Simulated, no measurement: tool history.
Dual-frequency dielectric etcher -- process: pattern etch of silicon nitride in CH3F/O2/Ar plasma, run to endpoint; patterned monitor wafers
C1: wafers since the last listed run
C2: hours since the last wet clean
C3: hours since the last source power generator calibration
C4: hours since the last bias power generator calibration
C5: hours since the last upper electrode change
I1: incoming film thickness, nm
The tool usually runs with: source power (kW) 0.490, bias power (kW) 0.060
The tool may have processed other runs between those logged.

run 1 day=0.000 | source_power_(kW)=0.490 bias_power_(kW)=0.055 | C1=0 C2=237.2 C3=3149.1 C4=3186.7 C5=4451.5 | I1=35.03 | endpoint_time_(s)=53.5
run 2 day=1.158 | source_power_(kW)=0.490 bias_power_(kW)=0.060 | C1=430 C2=265.0 C3=3176.9 C4=3214.5 C5=4479.3 | I1=34.64 | endpoint_time_(s)=51.6
run 3 day=1.821 | source_power_(kW)=0.490 bias_power_(kW)=0.060 | C1=246 C2=280.9 C3=3192.8 C4=3230.4 C5=4495.2 | I1=35.25 | endpoint_time_(s)=52.8
run 4 day=2.504 | source_power_(kW)=0.490 bias_power_(kW)=0.060 | C1=254 C2=297.3 C3=3209.2 C4=3246.8 C5=4511.6 | I1=35.13 | endpoint_time_(s)=52.5
run 5 day=3.767 | source_power_(kW)=0.490 bias_power_(kW)=0.060 | C1=469 C2=327.6 C3=3239.5 C4=3277.1 C5=4541.9 | I1=34.94 | endpoint_time_(s)=51.8
run 6 day=5.150 | source_power_(kW)=0.490 bias_power_(kW)=0.060 | C1=514 C2=360.8 C3=3272.7 C4=3310.3 C5=4575.1 | I1=35.42 | endpoint_time_(s)=53.0
run 7 day=6.058 | source_power_(kW)=0.490 bias_power_(kW)=0.060 | C1=337 C2=382.6 C3=3294.5 C4=3332.1 C5=4596.9 | I1=35.25 | endpoint_time_(s)=52.2
-- day=8.271 source power generator calibrated
-- day=8.925 wet clean of the chamber
run 8 day=10.388 | source_power_(kW)=0.490 bias_power_(kW)=0.071 | C1=1304 C2=35.1 C3=50.8 C4=3436.0 C5=4700.8 | I1=35.10 | endpoint_time_(s)=51.4
run 9 day=11.358 | source_power_(kW)=0.490 bias_power_(kW)=0.072 | C1=360 C2=58.4 C3=74.1 C4=3459.3 C5=4724.1 | I1=35.04 | endpoint_time_(s)=51.2
run 10 day=15.554 | source_power_(kW)=0.490 bias_power_(kW)=0.072 | C1=1559 C2=159.1 C3=174.8 C4=3560.0 C5=4824.8 | I1=35.06 | endpoint_time_(s)=50.8
run 11 day=16.296 | source_power_(kW)=0.490 bias_power_(kW)=0.060 | C1=275 C2=176.9 C3=192.6 C4=3577.8 C5=4842.6 | I1=35.27 | endpoint_time_(s)=53.2
run 12 day=17.025 | source_power_(kW)=0.490 bias_power_(kW)=0.056 | C1=271 C2=194.4 C3=210.1 C4=3595.3 C5=4860.1 | I1=34.90 | endpoint_time_(s)=53.5
-- day=18.383 upper electrode replaced
run 13 day=19.362 | source_power_(kW)=0.490 bias_power_(kW)=0.064 | C1=497 C2=250.5 C3=266.2 C4=3651.4 C5=23.5 | I1=35.23 | endpoint_time_(s)=52.3
run 14 day=20.158 | source_power_(kW)=0.610 bias_power_(kW)=0.055 | C1=295 C2=269.6 C3=285.3 C4=3670.5 C5=42.6 | I1=35.08 | endpoint_time_(s)=48.8
run 15 day=21.371 | source_power_(kW)=0.580 bias_power_(kW)=0.060 | C1=450 C2=298.7 C3=314.4 C4=3699.6 C5=71.7 | I1=35.05 | endpoint_time_(s)=49.0
run 16 day=22.150 | source_power_(kW)=0.490 bias_power_(kW)=0.060 | C1=289 C2=317.4 C3=333.1 C4=3718.3 C5=90.4 | I1=35.11 | endpoint_time_(s)=52.4
run 17 day=23.512 | source_power_(kW)=0.430 bias_power_(kW)=0.051 | C1=506 C2=350.1 C3=365.8 C4=3751.0 C5=123.1 | I1=34.64 | endpoint_time_(s)=56.0
run 18 day=24.171 | source_power_(kW)=0.450 bias_power_(kW)=0.071 | C1=244 C2=365.9 C3=381.6 C4=3766.8 C5=138.9 | I1=34.97 | endpoint_time_(s)=51.9
run 19 day=25.488 | source_power_(kW)=0.490 bias_power_(kW)=0.046 | C1=489 C2=397.5 C3=413.2 C4=3798.4 C5=170.5 | I1=35.12 | endpoint_time_(s)=55.3
run 20 day=26.796 | source_power_(kW)=0.590 bias_power_(kW)=0.054 | C1=486 C2=428.9 C3=444.6 C4=3829.8 C5=201.9 | I1=34.88 | endpoint_time_(s)=48.9
-- day=28.992 wet clean of the chamber
run 21 day=29.012 | source_power_(kW)=0.490 bias_power_(kW)=0.060 | C1=452 C2=0.5 C3=497.8 C4=3883.0 C5=255.1 | I1=34.94 | endpoint_time_(s)=52.9
run 22 day=29.025 | source_power_(kW)=0.400 bias_power_(kW)=0.046 | C1=4 C2=0.8 C3=498.1 C4=3883.3 C5=255.4 | I1=34.76 | endpoint_time_(s)=60.3
run 23 day=29.779 | source_power_(kW)=0.410 bias_power_(kW)=0.064 | C1=280 C2=18.9 C3=516.2 C4=3901.4 C5=273.5 | I1=34.95 | endpoint_time_(s)=56.2
run 24 day=31.025 | source_power_(kW)=0.490 bias_power_(kW)=0.060 | C1=463 C2=48.8 C3=546.1 C4=3931.3 C5=303.4 | I1=35.15 | endpoint_time_(s)=53.2
-- day=31.712 bias power generator calibrated
run 25 day=32.258 | source_power_(kW)=0.530 bias_power_(kW)=0.060 | C1=396 C2=78.4 C3=575.7 C4=13.1 C5=333.0 | I1=35.02 | endpoint_time_(s)=51.2
run 26 day=33.367 | source_power_(kW)=0.490 bias_power_(kW)=0.060 | C1=412 C2=105.0 C3=602.3 C4=39.7 C5=359.6 | I1=34.85 | endpoint_time_(s)=52.6
run 27 day=33.954 | source_power_(kW)=0.390 bias_power_(kW)=0.072 | C1=218 C2=119.1 C3=616.4 C4=53.8 C5=373.7 | I1=34.98 | endpoint_time_(s)=55.3
run 28 day=35.254 | source_power_(kW)=0.440 bias_power_(kW)=0.070 | C1=483 C2=150.3 C3=647.6 C4=85.0 C5=404.9 | I1=35.08 | endpoint_time_(s)=53.3
run 29 day=36.188 | source_power_(kW)=0.460 bias_power_(kW)=0.055 | C1=346 C2=172.7 C3=670.0 C4=107.4 C5=427.3 | I1=35.08 | endpoint_time_(s)=55.3
run 30 day=36.971 | source_power_(kW)=0.520 bias_power_(kW)=0.060 | C1=291 C2=191.5 C3=688.8 C4=126.2 C5=446.1 | I1=34.80 | endpoint_time_(s)=51.2
run 31 day=37.975 | source_power_(kW)=0.490 bias_power_(kW)=0.065 | C1=373 C2=215.6 C3=712.9 C4=150.3 C5=470.2 | I1=35.17 | endpoint_time_(s)=51.9
run 32 day=39.725 | source_power_(kW)=0.420 bias_power_(kW)=0.070 | C1=650 C2=257.6 C3=754.9 C4=192.3 C5=512.2 | I1=35.06 | endpoint_time_(s)=53.7
run 33 day=41.175 | source_power_(kW)=0.540 bias_power_(kW)=0.048 | C1=539 C2=292.4 C3=789.7 C4=227.1 C5=547.0 | I1=35.34 | endpoint_time_(s)=53.1
run 34 day=41.783 | source_power_(kW)=0.490 bias_power_(kW)=0.073 | C1=226 C2=307.0 C3=804.3 C4=241.7 C5=561.6 | I1=34.92 | endpoint_time_(s)=49.5
run 35 day=42.658 | source_power_(kW)=0.590 bias_power_(kW)=0.064 | C1=325 C2=328.0 C3=825.3 C4=262.7 C5=582.6 | I1=35.04 | endpoint_time_(s)=47.8

What if the next run were any one of these 4? Each begins from the tool's condition after run 35:
run A day=42.675 | source_power_(kW)=0.490 bias_power_(kW)=0.060 | C1=6 C2=328.4 C3=825.7 C4=263.1 C5=583.0 | I1=35.28 | endpoint_time_(s)=?
run B day=42.675 | source_power_(kW)=0.370 bias_power_(kW)=0.060 | C1=6 C2=328.4 C3=825.7 C4=263.1 C5=583.0 | I1=35.28 | endpoint_time_(s)=?
run C day=42.675 | source_power_(kW)=0.570 bias_power_(kW)=0.051 | C1=6 C2=328.4 C3=825.7 C4=263.1 C5=583.0 | I1=35.28 | endpoint_time_(s)=?
run D day=42.675 | source_power_(kW)=0.590 bias_power_(kW)=0.056 | C1=6 C2=328.4 C3=825.7 C4=263.1 C5=583.0 | I1=35.28 | endpoint_time_(s)=?

run=A endpoint_time_(s)=52.4
run=B endpoint_time_(s)=58.5
run=C endpoint_time_(s)=51.1
run=D endpoint_time_(s)=49.5
Without the tool's hidden state the same runs would have given:
run=A endpoint_time_(s)=53.6
run=B endpoint_time_(s)=59.8
run=C endpoint_time_(s)=52.2
run=D endpoint_time_(s)=50.5

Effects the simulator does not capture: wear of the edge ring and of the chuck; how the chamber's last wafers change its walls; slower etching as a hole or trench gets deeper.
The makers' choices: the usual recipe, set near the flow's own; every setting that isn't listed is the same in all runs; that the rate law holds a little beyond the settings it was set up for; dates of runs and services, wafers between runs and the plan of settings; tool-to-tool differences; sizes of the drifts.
